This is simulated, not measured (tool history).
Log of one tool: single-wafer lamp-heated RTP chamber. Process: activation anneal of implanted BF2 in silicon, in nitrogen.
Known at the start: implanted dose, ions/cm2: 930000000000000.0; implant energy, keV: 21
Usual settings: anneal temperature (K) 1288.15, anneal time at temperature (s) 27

run	hour	anneal temperature (K)	anneal time at temperature (s)	wafers since the last listed run	wafers since the last pyrometer calibration	wafers since the reflector plate was cleaned	hours since the gauge calibration	read-back reference wafer on the same gauge, sheet resistance	sheet resistance of the implanted and annealed layer (ohm/square)
1	0	1280.15	22	0	34	2724	548.9	154.02	165.44
2	38.7	1296.15	27	414	448	3138	587.6	154.06	148.17
3	91.2	1296.15	27	561	1010	3700	640.1	154.05	148.15
4	122.5	1296.15	27	335	1345	4035	671.4	153.93	148.09
# hour 165.6: gauge calibrated
# hour 165.7: reflector plate cleaned
5	201.3	1288.15	27	757	2103	380	35.7	153.96	155.34
# hour 210.5: pyrometer window cleaned and pyrometer calibrated
6	247.8	1288.15	27	412	399	792	82.2	154.03	155.15
7	289.3	1288.15	27	444	843	1236	123.7	154.08	155.3
8	332.5	1288.15	27	462	1306	1699	166.9	154.01	154.68
9	386.6	1288.15	27	579	1885	2278	221	153.97	154.14
10	448.8	1288.15	40	665	2551	2944	283.2	153.92	146.74
# hour 480.7: pyrometer window cleaned and pyrometer calibrated
11	481.2	1288.15	27	261	4	3205	315.6	154.08	153.81
12	519.8	1288.15	27	413	418	3618	354.2	153.84	152.89
# hour 574.2: reflector plate cleaned
13	574.7	1309.15	37	502	920	5	409.1	153.97	138.09
14	627.1	1288.15	43	560	1480	566	461.5	153.99	146.96
15	698.8	1296.15	41	767	2248	1333	533.2	154.07	142.34
# hour 728.3: pyrometer window cleaned and pyrometer calibrated
16	761.8	1288.15	32	588	358	1922	596.2	153.94	151.86
17	790.7	1276.15	27	309	667	2231	625.1	153.99	165.77
# hour 908.3: gauge calibrated
# hour 937: reflector plate cleaned
# hour 942.3: pyrometer window cleaned and pyrometer calibrated
18	942.8	1273.15	27	1486	5	5	34.5	154.03	169.96
19	973.4	1288.15	27	327	332	332	65.1	154.04	154.89
20	1024.6	1288.15	27	548	881	881	116.3	154.04	155.06
21	1077.7	1288.15	27	568	1449	1449	169.4	154.01	155.63
22	1103.9	1288.15	41	280	1729	1729	195.6	153.97	147.42
# hour 1156.2: pyrometer window cleaned and pyrometer calibrated
23	1163.6	1288.15	15	553	79	2283	255.3	154.06	166.8
24	1211.1	1265.15	37	508	587	2791	302.8	154.04	168.89

Hidden state at the last listed run before each entry between runs and at the first one after, where it differs:
Between runs 4 and 5: gauge calibrated (hour 165.6); reflector plate cleaned (hour 165.7)
  wafer temperature error from the tarnished reflector plate, K: 3.43 -> 0.0627
  measured less the result without the state, sheet resistance of the implanted and annealed layer (ohm/square): -2.11 -> -0.05
Between runs 5 and 6: pyrometer window cleaned and pyrometer calibrated (hour 210.5)
  wafer temperature error from the tarnished reflector plate, K: 0.0627 -> 0.185
  measured less the result without the state, sheet resistance of the implanted and annealed layer (ohm/square): -0.05 -> -0.15
Between runs 10 and 11: pyrometer window cleaned and pyrometer calibrated (hour 480.7)
  wafer temperature error from the tarnished reflector plate, K: 1.83 -> 2.26
  measured less the result without the state, sheet resistance of the implanted and annealed layer (ohm/square): -1.29 -> -1.78
Between runs 12 and 13: reflector plate cleaned (hour 574.2)
  wafer temperature error from the tarnished reflector plate, K: 2.84 -> 0.0623
  measured less the result without the state, sheet resistance of the implanted and annealed layer (ohm/square): -2.21 -> -0.03
Between runs 15 and 16: pyrometer window cleaned and pyrometer calibrated (hour 728.3)
  wafer temperature error from the tarnished reflector plate, K: 0.41 -> 0.849
  measured less the result without the state, sheet resistance of the implanted and annealed layer (ohm/square): -0.24 -> -0.66
Between runs 17 and 18: gauge calibrated (hour 908.3); reflector plate cleaned (hour 937); pyrometer window cleaned and pyrometer calibrated (hour 942.3)
  wafer temperature error from the tarnished reflector plate, K: 1.11 -> 0.238
  measured less the result without the state, sheet resistance of the implanted and annealed layer (ohm/square): -1.14 -> -0.26
Between runs 22 and 23: pyrometer window cleaned and pyrometer calibrated (hour 1156.2)
  wafer temperature error from the tarnished reflector plate, K: 0.86 -> 1.38
  measured less the result without the state, sheet resistance of the implanted and annealed layer (ohm/square): -0.62 -> -1.22
